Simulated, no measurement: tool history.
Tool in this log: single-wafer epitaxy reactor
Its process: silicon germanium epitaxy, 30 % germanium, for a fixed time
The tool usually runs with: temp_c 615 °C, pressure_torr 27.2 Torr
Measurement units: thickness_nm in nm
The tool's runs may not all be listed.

run   hour  temp_c  pressure_torr  wafers since the last listed run  hours since the last pyrometer calibration  hours since the last manometer calibration  hours since the showerhead was replaced  hours since the gauge calibration  read-back reference wafer on the same gauge, thickness_nm  thickness_nm
  1    0.0     615           27.2                                 0                                      2096.5                                      1000.5                                   2542.0                              137.5                                                    103.862        94.387
  2    7.4     615           27.2                                71                                      2103.9                                      1007.9                                   2549.4                              144.9                                                    103.767        94.299
  3   18.2     615           27.2                               104                                      2114.7                                      1018.7                                   2560.2                              155.7                                                    103.748        94.732
  4   30.6     615           27.2                               120                                      2127.1                                      1031.1                                   2572.6                              168.1                                                    103.784        94.405
  5   41.9     615           27.2                               109                                      2138.4                                      1042.4                                   2583.9                              179.4                                                    103.771        94.615
  6   55.1     619           27.2                               128                                      2151.6                                      1055.6                                   2597.1                              192.6                                                    103.809       102.363
  7   72.8     619           27.2                               171                                      2169.3                                      1073.3                                   2614.8                              210.3                                                    103.817       102.608
      86.5  -- gauge calibrated
  8   89.1     615           27.2                               158                                      2185.6                                      1089.6                                   2631.1                                2.6                                                    103.802        95.019
  9   96.9     615           27.2                                75                                      2193.4                                      1097.4                                   2638.9                               10.4                                                    103.819        94.542
 10  109.7     615           27.2                               124                                      2206.2                                      1110.2                                   2651.7                               23.2                                                    103.723        94.557
     120.5  -- capacitance manometer re-zeroed and calibrated
     123.0  -- pyrometer calibrated
 11  123.5     615           27.2                                31                                         0.5                                         3.0                                   2665.5                               37.0                                                    103.735        88.717
 12  135.4     619           24.4                               115                                        12.4                                        14.9                                   2677.4                               48.9                                                    103.808        92.460
     150.5  -- showerhead replaced
 13  151.0     615           29.9                                73                                        28.0                                        30.5                                      0.5                               64.5                                                    103.754        91.571
 14  160.9     600           33.9                                96                                        37.9                                        40.4                                     10.4                               74.4                                                    103.757        70.074
 15  168.6     623           25.0                                74                                        45.6                                        48.1                                     18.1                               82.1                                                    103.802       100.954
 16  175.9     615           27.2                                70                                        52.9                                        55.4                                     25.4                               89.4                                                    103.827        88.712
 17  183.2     615           29.0                                70                                        60.2                                        62.7                                     32.7                               96.7                                                    103.869        90.643
 18  190.7     621           20.7                                72                                        67.7                                        70.2                                     40.2                              104.2                                                    103.750        91.746
 19  202.3     615           29.0                               112                                        79.3                                        81.8                                     51.8                              115.8                                                    103.796        90.617

For run 20, what comes out?
 20  210.7     611           33.7                                81                                        87.7                                        90.2                                     60.2                              124.2                                                          ?             ?

read-back reference wafer on the same gauge, thickness_nm: 103.743
thickness_nm: 87.947 nm
Had the tool carried no hidden state, the very same run would have given thickness_nm 86.851 nm.
